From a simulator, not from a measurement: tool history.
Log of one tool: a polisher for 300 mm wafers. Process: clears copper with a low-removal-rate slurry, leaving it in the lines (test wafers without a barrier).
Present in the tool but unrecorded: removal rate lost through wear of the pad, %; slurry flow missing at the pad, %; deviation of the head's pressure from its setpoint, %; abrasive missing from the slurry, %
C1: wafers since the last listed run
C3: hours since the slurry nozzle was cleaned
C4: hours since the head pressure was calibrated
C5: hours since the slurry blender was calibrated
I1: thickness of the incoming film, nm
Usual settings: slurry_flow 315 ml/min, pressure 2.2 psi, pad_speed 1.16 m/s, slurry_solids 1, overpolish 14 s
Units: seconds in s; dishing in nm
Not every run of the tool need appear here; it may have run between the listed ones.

Run 1, hour 0: usual settings but pressure 1.9 psi; C1 0; wafers polished on this pad 1026; C3 7.4; C4 152.9; C5 124.2; I1 260.8. Result: seconds 105.2 s, dishing 20.4 nm.
Run 2, hour 18.9: usual settings but pressure 1.9 psi; C1 85; wafers polished on this pad 1111; C3 26.3; C4 171.8; C5 143.1; I1 260.9. Result: seconds 105 s, dishing 20.7 nm.
At hour 35.3: slurry blender recalibrated.
Run 3, hour 35.8: usual settings; C1 67; wafers polished on this pad 1178; C3 43.2; C4 188.7; C5 0.5; I1 258.6. Result: seconds 90.3 s, dishing 23.6 nm.
Run 4, hour 61.1: usual settings; C1 114; wafers polished on this pad 1293; C3 68.5; C4 214; C5 25.8; I1 262.1. Result: seconds 92.7 s, dishing 23.4 nm.
At hour 97.4: worn pad replaced by a new one.
Run 5, hour 97.9: usual settings; C1 148; wafers polished on this pad 2; C3 105.3; C4 250.8; C5 62.6; I1 258.7. Result: seconds 89.9 s, dishing 23.8 nm.
Run 6, hour 129.4: usual settings but pad_speed 1 m/s; C1 142; wafers polished on this pad 144; C3 136.8; C4 282.3; C5 94.1; I1 261.5. Result: seconds 108.8 s, dishing 21.1 nm.
Run 7, hour 153.2: usual settings but pad_speed 1 m/s; C1 107; wafers polished on this pad 252; C3 160.6; C4 306.1; C5 117.9; I1 260.4. Result: seconds 106.3 s, dishing 21 nm.
At hour 191: slurry blender recalibrated.
Run 8, hour 222.8: usual settings but pad_speed 1 m/s; C1 305; wafers polished on this pad 557; C3 230.2; C4 375.7; C5 31.8; I1 255.2. Result: seconds 103 s, dishing 20.9 nm.
Run 9, hour 240.5: usual settings but slurry_flow 370 ml/min; C1 79; wafers polished on this pad 637; C3 247.9; C4 393.4; C5 49.5; I1 264.1. Result: seconds 90.4 s, dishing 24 nm.
At hour 260.8: head pressure recalibrated.
Run 10, hour 261.3: usual settings but slurry_flow 370 ml/min; C1 84; wafers polished on this pad 722; C3 268.7; C4 0.5; C5 70.3; I1 261.2. Result: seconds 89.8 s, dishing 24.3 nm.
Run 11, hour 283.6: usual settings but slurry_flow 350 ml/min; C1 100; wafers polished on this pad 822; C3 291; C4 22.8; C5 92.6; I1 258.4. Result: seconds 90.6 s, dishing 23.8 nm.
At hour 300.6: slurry nozzle cleaned.
Run 12, hour 316.4: usual settings; C1 143; wafers polished on this pad 966; C3 15.8; C4 55.6; C5 125.4; I1 262.3. Result: seconds 91.8 s, dishing 23.6 nm.
Run 13, hour 331.7: usual settings; C1 69; wafers polished on this pad 1035; C3 31.1; C4 70.9; C5 140.7; I1 260.6. Result: seconds 92.2 s, dishing 24.3 nm.
At hour 346: slurry blender recalibrated.
Run 14, hour 362.6: usual settings; C1 130; wafers polished on this pad 1165; C3 62; C4 101.8; C5 16.6; I1 254.9. Result: seconds 87.4 s, dishing 23.6 nm.
Run 15, hour 393: usual settings but overpolish 17 s; C1 137; wafers polished on this pad 1303; C3 92.4; C4 132.2; C5 47; I1 256.8. Result: seconds 88 s, dishing 27.9 nm.
Run 16, hour 406.6: usual settings but pad_speed 1.04 m/s; C1 61; wafers polished on this pad 1364; C3 106; C4 145.8; C5 60.6; I1 259.2. Result: seconds 100.8 s, dishing 21.4 nm.
At hour 415.9: worn pad replaced by a new one.
Run 17, hour 478.9: usual settings but pressure 1.7 psi, overpolish 9 s; C1 308; wafers polished on this pad 284; C3 178.3; C4 218.1; C5 132.9; I1 263.2. Result: seconds 120.2 s, dishing 12.8 nm.
Run 18, hour 498.1: usual settings but pressure 2 psi, slurry_solids 1.15; C1 86; wafers polished on this pad 370; C3 197.5; C4 237.3; C5 152.1; I1 259.8. Result: seconds 97.6 s, dishing 22 nm.
At hour 508.3: slurry blender recalibrated.
Run 19, hour 520.1: usual settings but slurry_flow 370 ml/min, pad_speed 0.88 m/s, slurry_solids 0.75, overpolish 20 s; C1 90; wafers polished on this pad 461; C3 219.5; C4 259.3; C5 11.8; I1 263.5. Result: seconds 127.5 s, dishing 24.8 nm.
Run 20, hour 551.7: usual settings but slurry_flow 345 ml/min; C1 142; wafers polished on this pad 603; C3 251.1; C4 290.9; C5 43.4; I1 259.1. Result: seconds 89.4 s, dishing 24.2 nm.
Run 21, hour 582: usual settings but slurry_flow 370 ml/min; C1 136; wafers polished on this pad 740; C3 281.4; C4 321.2; C5 73.7; I1 260.8. Result: seconds 89.4 s, dishing 24.4 nm.

What differs in the tool's unlogged condition from the final listed run ahead of each entry between runs to the first listed run following it?
Between runs 2 and 3: slurry blender recalibrated (hour 35.3)
  no difference in the tool's unlogged condition between these two runs
Between runs 4 and 5: worn pad replaced by a new one (hour 97.4)
  no difference in the tool's unlogged condition between these two runs
Between runs 7 and 8: slurry blender recalibrated (hour 191)
  no difference in the tool's unlogged condition between these two runs
Between runs 9 and 10: head pressure recalibrated (hour 260.8)
  no difference in the tool's unlogged condition between these two runs
Between runs 11 and 12: slurry nozzle cleaned (hour 300.6)
  no difference in the tool's unlogged condition between these two runs
Between runs 13 and 14: slurry blender recalibrated (hour 346)
  no difference in the tool's unlogged condition between these two runs
Between runs 16 and 17: worn pad replaced by a new one (hour 415.9)
  no difference in the tool's unlogged condition between these two runs
Between runs 18 and 19: slurry blender recalibrated (hour 508.3)
  no difference in the tool's unlogged condition between these two runs
